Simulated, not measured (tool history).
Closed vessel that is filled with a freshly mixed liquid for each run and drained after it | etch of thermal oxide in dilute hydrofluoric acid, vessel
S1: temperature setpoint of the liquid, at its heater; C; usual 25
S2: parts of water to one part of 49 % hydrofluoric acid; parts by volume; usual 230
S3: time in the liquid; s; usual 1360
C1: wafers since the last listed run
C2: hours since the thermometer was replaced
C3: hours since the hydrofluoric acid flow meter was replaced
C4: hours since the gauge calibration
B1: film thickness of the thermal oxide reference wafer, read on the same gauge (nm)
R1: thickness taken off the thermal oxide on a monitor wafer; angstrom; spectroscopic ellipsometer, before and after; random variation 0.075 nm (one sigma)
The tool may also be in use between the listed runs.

Run 1, hour 0: usual settings but S3 1010 s; C1 0; C2 1221.6; C3 1588.1; C4 133; B1 50.01. Result: R1 169.5 angstrom.
Run 2, hour 22.1: usual settings but S3 1010 s; C1 883; C2 1243.7; C3 1610.2; C4 155.1; B1 49.98. Result: R1 169.6 angstrom.
Run 3, hour 51.1: usual settings; C1 1159; C2 1272.7; C3 1639.2; C4 184.1; B1 50.03. Result: R1 228.1 angstrom.
Run 4, hour 78.2: usual settings; C1 1083; C2 1299.8; C3 1666.3; C4 211.2; B1 50.04. Result: R1 227.6 angstrom.
Run 5, hour 99: usual settings; C1 831; C2 1320.6; C3 1687.1; C4 232; B1 49.97. Result: R1 227.4 angstrom.
Run 6, hour 122.9: usual settings; C1 955; C2 1344.5; C3 1711; C4 255.9; B1 49.96. Result: R1 226 angstrom.
Run 7, hour 138.6: usual settings; C1 627; C2 1360.2; C3 1726.7; C4 271.6; B1 50.01. Result: R1 227.3 angstrom.
Run 8, hour 172.6: usual settings; C1 1359; C2 1394.2; C3 1760.7; C4 305.6; B1 50.04. Result: R1 226 angstrom.
At hour 189.7: hydrofluoric acid flow meter replaced.
Run 9, hour 190.8: usual settings but S1 29 C, S2 300 parts by volume, S3 2165 s; C1 687; C2 1412.4; C3 1.1; C4 323.8; B1 50. Result: R1 316.5 angstrom.
At hour 193: gauge calibrated.
Run 10, hour 219.9: usual settings but S3 1010 s; C1 1163; C2 1441.5; C3 30.2; C4 26.9; B1 49.96. Result: R1 181.4 angstrom.
Run 11, hour 245.8: usual settings; C1 1035; C2 1467.4; C3 56.1; C4 52.8; B1 50.01. Result: R1 243.7 angstrom.
At hour 253: thermometer replaced.
Run 12, hour 278.5: usual settings; C1 1267; C2 25.5; C3 88.8; C4 85.5; B1 49.98. Result: R1 242 angstrom.
Run 13, hour 295: usual settings but S1 27.5 C, S2 150 parts by volume; C1 659; C2 42; C3 105.3; C4 102; B1 50.01. Result: R1 446.3 angstrom.
Run 14, hour 308: usual settings but S1 28 C, S2 295 parts by volume, S3 955 s; C1 519; C2 55; C3 118.3; C4 115; B1 50.05. Result: R1 137 angstrom.
Run 15, hour 328.3: usual settings but S2 285 parts by volume; C1 811; C2 75.3; C3 138.6; C4 135.3; B1 49.97. Result: R1 184.9 angstrom.
Run 16, hour 351.6: usual settings but S1 20.5 C, S2 145 parts by volume; C1 931; C2 98.6; C3 161.9; C4 158.6; B1 50. Result: R1 356.2 angstrom.
Run 17, hour 378.9: usual settings but S1 29 C, S2 340 parts by volume, S3 1655 s; C1 1091; C2 125.9; C3 189.2; C4 185.9; B1 49.95. Result: R1 203.8 angstrom.

Forecast each of these 4 alternatives for the next run:
Run A, hour 379.9: usual settings but S2 280 parts by volume; C1 39; C2 126.9; C3 190.2; C4 186.9; B1 ?. Result: R1 ?.
Run B, hour 379.9: usual settings but S2 170 parts by volume; C1 39; C2 126.9; C3 190.2; C4 186.9; B1 ?. Result: R1 ?.
Run C, hour 379.9: usual settings but S1 27 C, S2 120 parts by volume, S3 1085 s; C1 39; C2 126.9; C3 190.2; C4 186.9; B1 ?. Result: R1 ?.
Run D, hour 379.9: usual settings but S1 26.5 C, S3 565 s; C1 39; C2 126.9; C3 190.2; C4 186.9; B1 ?. Result: R1 ?.

run     B1     R1
  A  49.98    188
  B  49.98    349
  C  49.98    452
  D  49.98  105.7
Without the tool's hidden state the same runs would have given:
run     R1
  A  192.6
  B    357
  C    462
  D  108.2
